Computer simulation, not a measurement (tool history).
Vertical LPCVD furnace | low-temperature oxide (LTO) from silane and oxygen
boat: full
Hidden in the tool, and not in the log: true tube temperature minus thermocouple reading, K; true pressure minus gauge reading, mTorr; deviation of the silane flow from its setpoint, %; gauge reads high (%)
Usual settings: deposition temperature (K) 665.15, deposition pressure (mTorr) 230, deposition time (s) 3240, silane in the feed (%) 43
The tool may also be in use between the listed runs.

| run | hour | deposition temperature (K) | deposition pressure (mTorr) | deposition time (s) | silane in the feed (%) | wafers since the last listed run | hours since the last temperature calibration | hours since the pressure gauge was zeroed | hours since the silane flow controller was replaced | hours since the gauge calibration | read-back reference wafer on the same gauge, thickness | film thickness on the monitor wafer in the middle of the boat (Å) |
|---|---|---|---|---|---|---|---|---|---|---|---|---|
| 1 | 0.0 | 670.15 | 190 | 3240 | 43 | 0 | 3188.8 | 4313.9 | 2097.7 | 152.6 | 627.06 | 4464.7 |
| 2 | 17.0 | 665.15 | 230 | 3240 | 43 | 242 | 3205.8 | 4330.9 | 2114.7 | 169.6 | 626.99 | 5115.3 |
|  | 26.0 | gauge calibrated |
| 3 | 45.1 | 665.15 | 230 | 3240 | 43 | 401 | 3233.9 | 4359.0 | 2142.8 | 19.1 | 626.84 | 5103.0 |
| 4 | 67.1 | 665.15 | 230 | 3240 | 43 | 313 | 3255.9 | 4381.0 | 2164.8 | 41.1 | 626.91 | 5097.9 |
| 5 | 84.0 | 665.15 | 230 | 3240 | 43 | 241 | 3272.8 | 4397.9 | 2181.7 | 58.0 | 627.03 | 5094.1 |
|  | 129.8 | silane flow controller replaced |
|  | 142.7 | pressure gauge zeroed |
| 6 | 143.2 | 665.15 | 230 | 3240 | 43 | 318 | 3332.0 | 0.5 | 13.4 | 117.2 | 626.79 | 5309.9 |
| 7 | 147.5 | 665.15 | 230 | 3240 | 43 | 61 | 3336.3 | 4.8 | 17.7 | 121.5 | 626.89 | 5314.2 |
| 8 | 171.0 | 660.15 | 230 | 3240 | 40 | 335 | 3359.8 | 28.3 | 41.2 | 145.0 | 626.91 | 4592.4 |
| 9 | 185.1 | 660.15 | 175 | 4110 | 43 | 201 | 3373.9 | 42.4 | 55.3 | 159.1 | 627.03 | 4857.5 |
|  | 233.4 | gauge calibrated |
|  | 235.6 | thermocouples replaced and temperature profile calibrated |
| 10 | 236.1 | 665.15 | 195 | 3240 | 43 | 385 | 0.5 | 93.4 | 106.3 | 2.7 | 627.01 | 4511.6 |
| 11 | 252.9 | 665.15 | 230 | 3240 | 43 | 239 | 17.3 | 110.2 | 123.1 | 19.5 | 627.03 | 5307.0 |

Forecast run 12:
| 12 | 270.2 | 654.15 | 230 | 3240 | 38 | 246 | 34.6 | 127.5 | 140.4 | 36.8 | ? | ? |

read-back reference wafer on the same gauge, thickness: 626.98
film thickness on the monitor wafer in the middle of the boat (Å): 4015.5
Without the tool's hidden state the same run would have given film thickness on the monitor wafer in the middle of the boat (Å) 4024.8.

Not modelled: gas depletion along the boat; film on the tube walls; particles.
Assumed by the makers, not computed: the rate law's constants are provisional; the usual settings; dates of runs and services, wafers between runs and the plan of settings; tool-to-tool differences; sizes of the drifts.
